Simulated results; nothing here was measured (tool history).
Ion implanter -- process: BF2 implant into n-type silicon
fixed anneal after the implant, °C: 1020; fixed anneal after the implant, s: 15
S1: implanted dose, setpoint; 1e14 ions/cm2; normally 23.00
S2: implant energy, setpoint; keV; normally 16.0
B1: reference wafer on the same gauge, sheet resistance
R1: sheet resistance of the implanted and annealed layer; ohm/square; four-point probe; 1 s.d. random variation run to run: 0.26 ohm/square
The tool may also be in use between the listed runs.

Run 1, hour 0.0: usual settings but S1 26.39 1e14 ions/cm2; B1 171.01. Result: R1 170.31 ohm/square.
Run 2, hour 16.4: usual settings but S1 26.39 1e14 ions/cm2; B1 170.92. Result: R1 169.79 ohm/square.
Run 3, hour 31.5: usual settings but S1 26.39 1e14 ions/cm2; B1 171.00. Result: R1 170.73 ohm/square.
Run 4, hour 49.1: usual settings; B1 171.04. Result: R1 171.20 ohm/square.
Run 5, hour 64.6: usual settings; B1 170.96. Result: R1 171.95 ohm/square.
Run 6, hour 71.8: usual settings; B1 171.03. Result: R1 171.34 ohm/square.
Run 7, hour 77.9: usual settings; B1 171.05. Result: R1 172.22 ohm/square.
Run 8, hour 92.6: usual settings; B1 170.93. Result: R1 171.72 ohm/square.
Run 9, hour 106.3: usual settings but S1 21.27 1e14 ions/cm2; B1 171.01. Result: R1 172.46 ohm/square.
At hour 125.4: Faraday cup replaced and dose calibrated.
Run 10, hour 125.9: usual settings but S1 21.27 1e14 ions/cm2; B1 171.04. Result: R1 172.28 ohm/square.
Run 11, hour 128.7: usual settings but S1 21.27 1e14 ions/cm2; B1 171.02. Result: R1 172.87 ohm/square.
Run 12, hour 135.6: usual settings but S2 13.0 keV; B1 170.99. Result: R1 185.60 ohm/square.
Run 13, hour 142.4: usual settings but S2 13.0 keV; B1 171.06. Result: R1 185.75 ohm/square.
Run 14, hour 148.5: usual settings but S1 26.35 1e14 ions/cm2, S2 11.0 keV; B1 171.05. Result: R1 195.39 ohm/square.
Run 15, hour 161.6: usual settings; B1 171.06. Result: R1 171.48 ohm/square.
Run 16, hour 179.3: usual settings but S1 27.92 1e14 ions/cm2, S2 18.5 keV; B1 171.03. Result: R1 160.00 ohm/square.
Run 17, hour 194.4: usual settings; B1 170.95. Result: R1 172.03 ohm/square.
Run 18, hour 205.8: usual settings but S1 16.99 1e14 ions/cm2, S2 19.5 keV; B1 171.00. Result: R1 163.01 ohm/square.
Run 19, hour 216.6: usual settings but S2 13.0 keV; B1 170.96. Result: R1 185.23 ohm/square.
At hour 229.4: gauge calibrated.
At hour 231.8: extraction supply calibrated.
Run 20, hour 232.3: usual settings but S1 19.45 1e14 ions/cm2, S2 19.5 keV; B1 170.98. Result: R1 159.95 ohm/square.
Run 21, hour 240.3: usual settings but S1 19.88 1e14 ions/cm2, S2 18.0 keV; B1 170.99. Result: R1 165.61 ohm/square.
Run 22, hour 247.3: usual settings but S1 27.00 1e14 ions/cm2, S2 10.5 keV; B1 170.93. Result: R1 198.42 ohm/square.
Run 23, hour 257.6: usual settings but S2 17.5 keV; B1 171.06. Result: R1 165.70 ohm/square.
Run 24, hour 266.6: usual settings; B1 170.98. Result: R1 172.05 ohm/square.
Run 25, hour 279.1: usual settings but S1 20.61 1e14 ions/cm2, S2 10.5 keV; B1 170.98. Result: R1 200.61 ohm/square.
Run 26, hour 314.2: usual settings but S1 29.67 1e14 ions/cm2, S2 14.0 keV; B1 171.00. Result: R1 178.11 ohm/square.

Branching from run 26: 5 alternative next runs. What would each branch give?
Run A, hour 314.6: usual settings; B1 ?. Result: R1 ?.
Run B, hour 314.6: usual settings but S1 26.90 1e14 ions/cm2, S2 19.0 keV; B1 ?. Result: R1 ?.
Run C, hour 314.6: usual settings but S1 26.24 1e14 ions/cm2, S2 18.5 keV; B1 ?. Result: R1 ?.
Run D, hour 314.6: usual settings but S1 29.60 1e14 ions/cm2, S2 18.0 keV; B1 ?. Result: R1 ?.
Run E, hour 314.6: usual settings but S1 17.00 1e14 ions/cm2, S2 12.5 keV; B1 ?. Result: R1 ?.

run      B1      R1
  A  171.09  171.59
  B  171.09  158.49
  C  171.09  160.49
  D  171.09  161.11
  E  171.09  192.71
With the hidden condition removed and each run's random variation left untouched, the same runs would have given:
run      R1
  A  171.59
  B  158.49
  C  160.49
  D  161.11
  E  192.71

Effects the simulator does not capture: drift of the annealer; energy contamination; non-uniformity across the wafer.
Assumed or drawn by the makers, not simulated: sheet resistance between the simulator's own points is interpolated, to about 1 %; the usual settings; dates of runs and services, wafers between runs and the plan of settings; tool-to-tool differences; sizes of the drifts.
